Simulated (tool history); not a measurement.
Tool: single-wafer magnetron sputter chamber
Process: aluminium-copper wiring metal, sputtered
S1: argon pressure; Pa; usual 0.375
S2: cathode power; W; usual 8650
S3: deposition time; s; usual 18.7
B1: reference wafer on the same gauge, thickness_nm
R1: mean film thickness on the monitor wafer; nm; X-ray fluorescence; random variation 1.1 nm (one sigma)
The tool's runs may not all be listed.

| run | day | S1 | S2 | S3 | B1 | R1 |
|---|---|---|---|---|---|---|
| 1 | 0 | 0.375 | 8650 | 18.7 | 338.192 | 298.199 |
| 2 | 2.858 | 0.375 | 8650 | 18.7 | 338.04 | 297.286 |
|  | 4.721 | sputter target and shields replaced |
| 3 | 6.25 | 0.375 | 8650 | 18.7 | 338.245 | 298.236 |
| 4 | 8.221 | 0.375 | 8650 | 20.3 | 337.913 | 324.296 |
| 5 | 11.067 | 0.375 | 8650 | 18.7 | 337.981 | 297.265 |
| 6 | 12.475 | 0.375 | 8650 | 18.7 | 338.031 | 297.522 |
| 7 | 13.525 | 0.375 | 8650 | 18.7 | 338.081 | 298.1 |
| 8 | 15.021 | 0.375 | 8650 | 18.7 | 337.897 | 297.465 |
| 9 | 16.779 | 0.375 | 8650 | 18.7 | 337.875 | 295.44 |
| 10 | 18.775 | 0.375 | 8650 | 18.7 | 337.934 | 295.72 |
|  | 20.642 | sputter target and shields replaced |
| 11 | 20.662 | 0.375 | 8650 | 18.7 | 337.796 | 301.256 |
| 12 | 23.479 | 0.375 | 8650 | 18.7 | 337.657 | 303.539 |
| 13 | 25.475 | 0.375 | 8650 | 18.7 | 338.024 | 300.865 |
| 14 | 26.804 | 0.375 | 8650 | 18.7 | 338.12 | 299.03 |
| 15 | 28.283 | 0.375 | 8650 | 18.7 | 338.076 | 301.687 |
|  | 29.212 | gauge calibrated |
|  | 30.117 | magnet pack replaced |
| 16 | 30.512 | 0.375 | 8650 | 18.7 | 338.018 | 299.787 |
| 17 | 31.721 | 0.375 | 8650 | 18.7 | 338.224 | 298.522 |

Run 18 comes next. What will it give?
| 18 | 34.712 | 0.375 | 8650 | 18.7 | ? | ? |

B1: 338.123
R1: 296.958 nm
Without the tool's hidden state the same run would have given R1 292.751 nm.
